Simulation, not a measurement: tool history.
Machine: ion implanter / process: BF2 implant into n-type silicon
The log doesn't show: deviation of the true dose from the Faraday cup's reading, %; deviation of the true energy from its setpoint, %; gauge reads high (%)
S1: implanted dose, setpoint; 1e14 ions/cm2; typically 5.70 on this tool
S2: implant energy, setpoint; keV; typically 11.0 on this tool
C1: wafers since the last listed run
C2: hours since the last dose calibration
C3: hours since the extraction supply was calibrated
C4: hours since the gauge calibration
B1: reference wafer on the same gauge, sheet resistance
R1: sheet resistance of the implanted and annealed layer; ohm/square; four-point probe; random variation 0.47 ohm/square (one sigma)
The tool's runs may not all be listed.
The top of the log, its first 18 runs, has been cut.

run	hour	S1	S2	C1	C2	C3	C4	B1	R1
19	215.3	5.70	11.0	134	1829.6	53.3	27.0	352.94	315.03
20	231.3	5.70	11.0	226	1845.6	69.3	43.0	352.99	313.97
21	244.4	6.36	12.5	185	1858.7	82.4	56.1	352.98	290.00
22	262.4	6.17	11.0	254	1876.7	100.4	74.1	353.00	306.07
23	271.7	6.46	7.5	131	1886.0	109.7	83.4	353.16	347.19
24	281.6	7.20	7.5	140	1895.9	119.6	93.3	353.03	336.71
# hour 294.0: Faraday cup replaced and dose calibrated
25	296.0	4.40	8.0	90	2.0	134.0	107.7	353.02	394.48
26	312.1	6.72	8.5	227	18.1	150.1	123.8	353.07	328.03
27	328.6	4.14	9.0	233	34.6	166.6	140.3	352.90	389.01
28	342.2	7.27	8.5	192	48.2	180.2	153.9	352.97	322.04
29	350.9	5.70	9.0	123	56.9	188.9	162.6	352.88	339.20
30	362.9	5.70	11.0	169	68.9	200.9	174.6	352.92	314.21
31	369.6	7.32	9.5	94	75.6	207.6	181.3	352.93	309.71

Each row is a separate what-if for the run after 31, all from the same tool condition, not one after another. Results?
A	370.0	5.70	8.0	5	76.0	208.0	181.7	?	?
B	370.0	6.22	13.0	5	76.0	208.0	181.7	?	?
C	370.0	4.24	11.0	5	76.0	208.0	181.7	?	?

run	B1	R1
A	352.88	352.90
B	352.88	287.10
C	352.88	357.34
Had the tool no hidden state, the same runs would have come out as:
run	R1
A	352.90
B	287.10
C	357.34

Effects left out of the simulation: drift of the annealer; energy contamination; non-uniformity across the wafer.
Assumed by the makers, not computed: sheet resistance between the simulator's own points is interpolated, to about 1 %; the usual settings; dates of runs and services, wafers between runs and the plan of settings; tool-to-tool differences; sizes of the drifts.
